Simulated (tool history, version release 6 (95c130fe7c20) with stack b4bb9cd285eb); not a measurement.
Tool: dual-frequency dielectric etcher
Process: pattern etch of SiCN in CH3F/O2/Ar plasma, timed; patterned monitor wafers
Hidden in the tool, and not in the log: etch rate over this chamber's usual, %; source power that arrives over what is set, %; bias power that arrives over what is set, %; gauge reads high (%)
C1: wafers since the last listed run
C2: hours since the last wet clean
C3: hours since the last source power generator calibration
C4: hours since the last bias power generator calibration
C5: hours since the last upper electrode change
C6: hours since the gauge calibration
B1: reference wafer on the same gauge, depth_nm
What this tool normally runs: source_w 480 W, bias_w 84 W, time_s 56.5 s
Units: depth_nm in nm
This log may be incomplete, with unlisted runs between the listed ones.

run 1 hour=0.0 | source_w=480 bias_w=77 time_s=56.5 | C1=0 C2=529.3 C3=2784.2 C4=2882.6 C5=3207.7 C6=2218.6 | B1=25.81 | depth_nm=23.82
run 2 hour=56.5 | source_w=480 bias_w=77 time_s=56.5 | C1=468 C2=585.8 C3=2840.7 C4=2939.1 C5=3264.2 C6=2275.1 | B1=25.81 | depth_nm=23.91
-- hour=106.3 bias power generator calibrated
run 3 hour=127.0 | source_w=480 bias_w=84 time_s=56.5 | C1=551 C2=656.3 C3=2911.2 C4=20.7 C5=3334.7 C6=2345.6 | B1=25.80 | depth_nm=24.64
-- hour=209.5 wet clean of the chamber
run 4 hour=210.0 | source_w=480 bias_w=84 time_s=56.5 | C1=489 C2=0.5 C3=2994.2 C4=103.7 C5=3417.7 C6=2428.6 | B1=25.81 | depth_nm=24.49
run 5 hour=279.2 | source_w=480 bias_w=84 time_s=56.5 | C1=573 C2=69.7 C3=3063.4 C4=172.9 C5=3486.9 C6=2497.8 | B1=25.77 | depth_nm=24.69
run 6 hour=386.8 | source_w=480 bias_w=75 time_s=56.5 | C1=891 C2=177.3 C3=3171.0 C4=280.5 C5=3594.5 C6=2605.4 | B1=25.81 | depth_nm=23.71
run 7 hour=438.6 | source_w=480 bias_w=84 time_s=56.5 | C1=429 C2=229.1 C3=3222.8 C4=332.3 C5=3646.3 C6=2657.2 | B1=25.76 | depth_nm=24.61
run 8 hour=491.5 | source_w=480 bias_w=84 time_s=56.5 | C1=438 C2=282.0 C3=3275.7 C4=385.2 C5=3699.2 C6=2710.1 | B1=25.78 | depth_nm=24.53
run 9 hour=556.8 | source_w=480 bias_w=75 time_s=50.0 | C1=541 C2=347.3 C3=3341.0 C4=450.5 C5=3764.5 C6=2775.4 | B1=25.78 | depth_nm=20.87
run 10 hour=614.7 | source_w=480 bias_w=76 time_s=47.5 | C1=479 C2=405.2 C3=3398.9 C4=508.4 C5=3822.4 C6=2833.3 | B1=25.79 | depth_nm=20.13
run 11 hour=691.0 | source_w=530 bias_w=75 time_s=45.5 | C1=632 C2=481.5 C3=3475.2 C4=584.7 C5=3898.7 C6=2909.6 | B1=25.81 | depth_nm=20.14
run 12 hour=751.8 | source_w=600 bias_w=96 time_s=49.5 | C1=503 C2=542.3 C3=3536.0 C4=645.5 C5=3959.5 C6=2970.4 | B1=25.80 | depth_nm=24.64
run 13 hour=830.2 | source_w=480 bias_w=84 time_s=40.0 | C1=649 C2=620.7 C3=3614.4 C4=723.9 C5=4037.9 C6=3048.8 | B1=25.82 | depth_nm=17.54
-- hour=893.8 wet clean of the chamber
run 14 hour=927.6 | source_w=520 bias_w=84 time_s=56.5 | C1=608 C2=33.8 C3=3711.8 C4=821.3 C5=4135.3 C6=3146.2 | B1=25.80 | depth_nm=25.43
-- hour=967.5 source power generator calibrated
run 15 hour=1118.0 | source_w=480 bias_w=84 time_s=56.5 | C1=1545 C2=224.2 C3=150.5 C4=1011.7 C5=4325.7 C6=3336.6 | B1=25.81 | depth_nm=23.92
run 16 hour=1181.2 | source_w=450 bias_w=84 time_s=71.0 | C1=523 C2=287.4 C3=213.7 C4=1074.9 C5=4388.9 C6=3399.8 | B1=25.80 | depth_nm=29.44
-- hour=1206.2 gauge calibrated
run 17 hour=1270.5 | source_w=370 bias_w=84 time_s=56.5 | C1=740 C2=376.7 C3=303.0 C4=1164.2 C5=4478.2 C6=64.3 | B1=25.79 | depth_nm=20.87
run 18 hour=1310.4 | source_w=480 bias_w=84 time_s=56.5 | C1=330 C2=416.6 C3=342.9 C4=1204.1 C5=4518.1 C6=104.2 | B1=25.82 | depth_nm=24.17
run 19 hour=1353.7 | source_w=480 bias_w=91 time_s=62.5 | C1=358 C2=459.9 C3=386.2 C4=1247.4 C5=4561.4 C6=147.5 | B1=25.78 | depth_nm=27.51
run 20 hour=1396.5 | source_w=480 bias_w=104 time_s=56.5 | C1=354 C2=502.7 C3=429.0 C4=1290.2 C5=4604.2 C6=190.3 | B1=25.79 | depth_nm=25.71
-- hour=1457.7 upper electrode replaced
run 21 hour=1464.0 | source_w=380 bias_w=67 time_s=51.0 | C1=360 C2=570.2 C3=496.5 C4=1357.7 C5=6.3 C6=257.8 | B1=25.79 | depth_nm=18.06
-- hour=1657.4 wet clean of the chamber
run 22 hour=1657.9 | source_w=540 bias_w=75 time_s=56.5 | C1=1408 C2=0.5 C3=690.4 C4=1551.6 C5=200.2 C6=451.7 | B1=25.81 | depth_nm=24.90
run 23 hour=1697.3 | source_w=480 bias_w=84 time_s=56.5 | C1=326 C2=39.9 C3=729.8 C4=1591.0 C5=239.6 C6=491.1 | B1=25.81 | depth_nm=24.39
run 24 hour=1878.2 | source_w=480 bias_w=84 time_s=56.5 | C1=1499 C2=220.8 C3=910.7 C4=1771.9 C5=420.5 C6=672.0 | B1=25.78 | depth_nm=24.18
run 25 hour=1955.6 | source_w=560 bias_w=84 time_s=40.5 | C1=641 C2=298.2 C3=988.1 C4=1849.3 C5=497.9 C6=749.4 | B1=25.79 | depth_nm=18.86
run 26 hour=2024.8 | source_w=480 bias_w=84 time_s=56.5 | C1=573 C2=367.4 C3=1057.3 C4=1918.5 C5=567.1 C6=818.6 | B1=25.78 | depth_nm=24.12
run 27 hour=2131.9 | source_w=480 bias_w=84 time_s=42.5 | C1=887 C2=474.5 C3=1164.4 C4=2025.6 C5=674.2 C6=925.7 | B1=25.83 | depth_nm=18.34
run 28 hour=2169.4 | source_w=390 bias_w=84 time_s=56.5 | C1=310 C2=512.0 C3=1201.9 C4=2063.1 C5=711.7 C6=963.2 | B1=25.79 | depth_nm=21.91
run 29 hour=2216.3 | source_w=400 bias_w=84 time_s=56.5 | C1=388 C2=558.9 C3=1248.8 C4=2110.0 C5=758.6 C6=1010.1 | B1=25.80 | depth_nm=22.07
-- hour=2272.8 wet clean of the chamber
run 30 hour=2273.3 | source_w=480 bias_w=90 time_s=64.0 | C1=273 C2=0.5 C3=1305.8 C4=2167.0 C5=815.6 C6=1067.1 | B1=25.80 | depth_nm=27.76

Give the tool's hidden conditions for every run:
etch rate over this chamber's usual, %: 0 across all the runs
bias power that arrives over what is set, %: 0 across all the runs
gauge reads high (%): 0 across all the runs
H1: source power that arrives over what is set, %
run=1 H1=4.09
run=2 H1=4.12
run=3 H1=4.14
run=4 H1=4.17
run=5 H1=4.2
run=6 H1=4.23
run=7 H1=4.24
run=8 H1=4.26
run=9 H1=4.28
run=10 H1=4.29
run=11 H1=4.31
run=12 H1=4.32
run=13 H1=4.34
run=14 H1=4.36
run=15 H1=0.153
run=16 H1=0.398
run=17 H1=0.722
run=18 H1=0.86
run=19 H1=1
run=20 H1=1.14
run=21 H1=1.35
run=22 H1=1.87
run=23 H1=1.97
run=24 H1=2.38
run=25 H1=2.53
run=26 H1=2.66
run=27 H1=2.85
run=28 H1=2.91
run=29 H1=2.98
run=30 H1=3.07
